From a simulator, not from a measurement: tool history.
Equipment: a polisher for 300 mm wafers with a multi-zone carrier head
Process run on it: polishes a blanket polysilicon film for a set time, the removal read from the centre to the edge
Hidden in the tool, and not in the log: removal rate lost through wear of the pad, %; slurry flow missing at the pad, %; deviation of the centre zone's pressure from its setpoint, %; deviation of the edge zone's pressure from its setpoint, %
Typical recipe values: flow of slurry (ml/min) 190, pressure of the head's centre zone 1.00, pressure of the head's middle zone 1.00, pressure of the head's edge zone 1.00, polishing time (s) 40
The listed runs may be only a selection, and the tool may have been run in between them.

run   hour  flow of slurry (ml/min)  pressure of the head's centre zone  pressure of the head's middle zone  pressure of the head's edge zone  polishing time (s)  wafers since the last listed run  wafers polished on this pad  hours since the slurry nozzle was cleaned  hours since the centre zone pressure was calibrated  hours since the edge zone pressure was calibrated  hours since the carrier head's membrane was replaced  incoming thickness of the incoming film, nm  film removed at the wafer's centre (angstrom)  film removed at mid-radius (angstrom)  film removed at the wafer's edge (angstrom)
  1    0.0                      190                                1.00                                1.00                              0.96                  40                                 0                          260                                      456.1                                                856.5                                             1227.1                                                 849.2                                       2207.2                                           4026                                   3776                                         3614
  2   49.5                      190                                1.06                                1.00                              1.00                  36                               327                          588                                      505.6                                                906.0                                             1276.6                                                 898.7                                       2223.1                                           3737                                   3223                                         3176
  3   57.2                      190                                1.06                                1.00                              1.00                  36                                50                          639                                      513.3                                                913.7                                             1284.3                                                 906.4                                       2191.6                                           3743                                   3247                                         3213
  4   63.9                      190                                1.00                                1.00                              1.00                  40                                44                          683                                      520.0                                                920.4                                             1291.0                                                 913.1                                       2185.0                                           3840                                   3619                                         3498
  5   81.8                      190                                1.00                                1.00                              1.00                  40                               118                          801                                      537.9                                                938.3                                             1308.9                                                 931.0                                       2179.9                                           3883                                   3517                                         3496
  6   99.3                      190                                1.00                                0.94                              1.00                  40                               115                          917                                      555.4                                                955.8                                             1326.4                                                 948.5                                       2186.0                                           3883                                   3310                                         3487
  7  107.1                      190                                1.00                                1.00                              1.00                  40                                51                          969                                      563.2                                                963.6                                             1334.2                                                 956.3                                       2204.9                                           3803                                   3490                                         3459
  8  119.0                      190                                1.00                                1.00                              0.97                  30                                78                         1048                                      575.1                                                975.5                                             1346.1                                                 968.2                                       2242.8                                           2893                                   2646                                         2587
  9  128.1                      190                                1.00                                1.00                              1.00                  40                                60                         1108                                      584.2                                                984.6                                             1355.2                                                 977.3                                       2210.6                                           3789                                   3508                                         3503
 10  136.6                      190                                1.12                                0.89                              1.10                  49                                56                         1164                                      592.7                                                993.1                                             1363.7                                                 985.8                                       2190.5                                           5144                                   3997                                         4433
     157.2  -- worn pad replaced by a new one
 11  157.7                      190                                1.07                                1.00                              0.89                  51                               113                            3                                      613.8                                               1014.2                                             1384.8                                                1006.9                                       2155.3                                           5904                                   5076                                         4748
 12  162.3                      245                                1.00                                1.00                              1.05                  44                                30                           34                                      618.4                                               1018.8                                             1389.4                                                1011.5                                       2204.6                                           5025                                   4567                                         4504
 13  176.7                      190                                1.10                                1.00                              1.00                  52                                95                          129                                      632.8                                               1033.2                                             1403.8                                                1025.9                                       2210.1                                           5989                                   4966                                         4893
     180.9  -- centre zone pressure recalibrated
 14  187.7                      190                                1.00                                1.00                              1.00                  40                                59                          188                                      643.8                                                  6.8                                             1414.8                                                1036.9                                       2166.9                                           3686                                   3774                                         3746
 15  203.3                      190                                1.00                                1.00                              1.00                  40                               103                          292                                      659.4                                                 22.4                                             1430.4                                                1052.5                                       2211.1                                           3605                                   3686                                         3680
 16  215.9                      250                                1.00                                1.00                              1.00                  40                                83                          375                                      672.0                                                 35.0                                             1443.0                                                1065.1                                       2181.5                                           3788                                   3826                                         3670
     243.2  -- slurry nozzle cleaned
     251.6  -- edge zone pressure recalibrated
     254.3  -- carrier head's membrane replaced by a new one
 17  266.0                      190                                1.10                                1.00                              1.00                  54                               294                          669                                       22.8                                                 85.1                                               14.4                                                  11.7                                       2220.1                                           5218                                   4795                                         4696
 18  277.9                      230                                1.00                                1.00                              1.00                  40                                78                          748                                       34.7                                                 97.0                                               26.3                                                  23.6                                       2206.0                                           3612                                   3715                                         3553
 19  289.1                      190                                1.00                                1.00                              1.00                  28                                74                          822                                       45.9                                                108.2                                               37.5                                                  34.8                                       2201.3                                           2475                                   2533                                         2448
 20  296.0                      230                                1.06                                0.90                              1.00                  40                                45                          868                                       52.8                                                115.1                                               44.4                                                  41.7                                       2183.7                                           3764                                   3442                                         3545
     324.3  -- worn pad replaced by a new one
 21  341.7                      190                                1.10                                1.00                              1.00                  40                               275                          115                                       98.5                                                160.8                                               90.1                                                  87.4                                       2212.2                                           4213                                   3726                                         3704
 22  350.4                      160                                0.93                                1.00                              0.94                  50                                57                          172                                      107.2                                                169.5                                               98.8                                                  96.1                                       2229.2                                           4132                                   4630                                         4383
 23  362.6                      165                                1.00                                1.00                              0.90                  40                                80                          253                                      119.4                                                181.7                                              111.0                                                 108.3                                       2187.4                                           3581                                   3705                                         3384

Pick out some run-to-run changes in film removed at the wafer's centre (angstrom). Of each, how much would a tool without hidden state show as well, from the settings, what came in and chance, and how much is left for the hidden state and any gauge scatter not in both results compared?
Run 10 -> 11: pressure of the head's centre zone 1.12 -> 1.07, pressure of the head's middle zone 0.89 -> 1.00, pressure of the head's edge zone 1.10 -> 0.89, polishing time (s) 49 -> 51, worn pad replaced by a new one. film removed at the wafer's centre (angstrom) +760: hidden state +728, all else +32.
Run 13 -> 14: pressure of the head's centre zone 1.10 -> 1.00, polishing time (s) 52 -> 40, centre zone pressure recalibrated. film removed at the wafer's centre (angstrom) -2303: hidden state -632, all else -1671.
Run 17 -> 18: flow of slurry (ml/min) 190 -> 230, pressure of the head's centre zone 1.10 -> 1.00, polishing time (s) 54 -> 40. film removed at the wafer's centre (angstrom) -1606: hidden state +167, all else -1773.
